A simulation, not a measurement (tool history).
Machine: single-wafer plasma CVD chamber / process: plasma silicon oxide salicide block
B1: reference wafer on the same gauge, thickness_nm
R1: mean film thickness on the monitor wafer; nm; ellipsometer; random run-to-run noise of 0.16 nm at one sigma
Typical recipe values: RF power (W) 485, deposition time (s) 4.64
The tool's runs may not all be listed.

Run 1, hour 0: usual settings but deposition time (s) 5.34; B1 46.795. Result: R1 51.142 nm.
Run 2, hour 25.9: usual settings; B1 46.714. Result: R1 44.286 nm.
Run 3, hour 95.7: usual settings; B1 46.763. Result: R1 44.36 nm.
Run 4, hour 144: usual settings; B1 46.731. Result: R1 44.254 nm.
Run 5, hour 207: usual settings but RF power (W) 510; B1 46.756. Result: R1 44.788 nm.
Run 6, hour 272.3: usual settings but RF power (W) 510; B1 46.771. Result: R1 44.481 nm.
Run 7, hour 298.9: usual settings; B1 46.75. Result: R1 43.995 nm.
Run 8, hour 334.4: usual settings; B1 46.826. Result: R1 44.245 nm.
Run 9, hour 363.3: usual settings but deposition time (s) 5.22; B1 46.774. Result: R1 49.539 nm.
Run 10, hour 421.4: usual settings but deposition time (s) 5.22; B1 46.753. Result: R1 49.04 nm.
Run 11, hour 461.1: usual settings; B1 46.875. Result: R1 44.138 nm.
Run 12, hour 531.6: usual settings but RF power (W) 445; B1 46.782. Result: R1 42.545 nm.
Run 13, hour 578: usual settings but RF power (W) 415, deposition time (s) 5.23; B1 46.786. Result: R1 46.964 nm.
Run 14, hour 689.4: usual settings but RF power (W) 415, deposition time (s) 5.23; B1 46.733. Result: R1 47.169 nm.
Run 15, hour 724.9: usual settings but RF power (W) 455, deposition time (s) 4.24; B1 46.817. Result: R1 38.994 nm.
Run 16, hour 762.9: usual settings; B1 46.843. Result: R1 43.587 nm.
Run 17, hour 819.2: usual settings but RF power (W) 420, deposition time (s) 3.96; B1 46.803. Result: R1 35.452 nm.
At hour 837.4: RF generator calibrated.
Run 18, hour 843.3: usual settings but RF power (W) 525, deposition time (s) 5.37; B1 46.832. Result: R1 52.681 nm.
At hour 912.6: showerhead replaced.
Run 19, hour 1046.6: usual settings but RF power (W) 440, deposition time (s) 5.5; B1 46.816. Result: R1 50.95 nm.
Run 20, hour 1100.9: usual settings but deposition time (s) 3.75; B1 46.861. Result: R1 35.881 nm.
Run 21, hour 1126.6: usual settings; B1 46.887. Result: R1 43.958 nm.
Run 22, hour 1164.4: usual settings; B1 46.781. Result: R1 44.249 nm.
At hour 1164.7: gauge calibrated.
Run 23, hour 1375.7: usual settings but RF power (W) 400, deposition time (s) 5.35; B1 46.829. Result: R1 47.781 nm.
Run 24, hour 1432.1: usual settings but deposition time (s) 5.34; B1 46.814. Result: R1 50.758 nm.
Run 25, hour 1487.7: usual settings but RF power (W) 415, deposition time (s) 5.32; B1 46.797. Result: R1 47.702 nm.
Run 26, hour 1540.3: usual settings; B1 46.783. Result: R1 43.772 nm.
Run 27, hour 1605.2: usual settings but RF power (W) 430, deposition time (s) 5.12; B1 46.734. Result: R1 46.563 nm.
Run 28, hour 1635.3: usual settings but RF power (W) 440, deposition time (s) 3.84; B1 46.779. Result: R1 34.944 nm.
Run 29, hour 1694: usual settings but RF power (W) 420, deposition time (s) 3.82; B1 46.787. Result: R1 34.43 nm.

Here are 5 independent what-if runs from the current tool condition. What would each one return?
Run A, hour 1694.4: usual settings but deposition time (s) 5.54; B1 ?. Result: R1 ?.
Run B, hour 1694.4: usual settings but RF power (W) 425, deposition time (s) 4.19; B1 ?. Result: R1 ?.
Run C, hour 1694.4: usual settings but RF power (W) 515, deposition time (s) 3.86; B1 ?. Result: R1 ?.
Run D, hour 1694.4: usual settings but RF power (W) 450, deposition time (s) 5.47; B1 ?. Result: R1 ?.
Run E, hour 1694.4: usual settings but RF power (W) 410, deposition time (s) 4.98; B1 ?. Result: R1 ?.

run      B1      R1
  A  46.782  52.176
  B  46.782  37.876
  C  46.782  37.036
  D  46.782  50.334
  E  46.782  44.516
Without the tool's hidden state the same runs would have given:
run      R1
  A  53.359
  B  38.735
  C  37.876
  D  51.475
  E  45.525
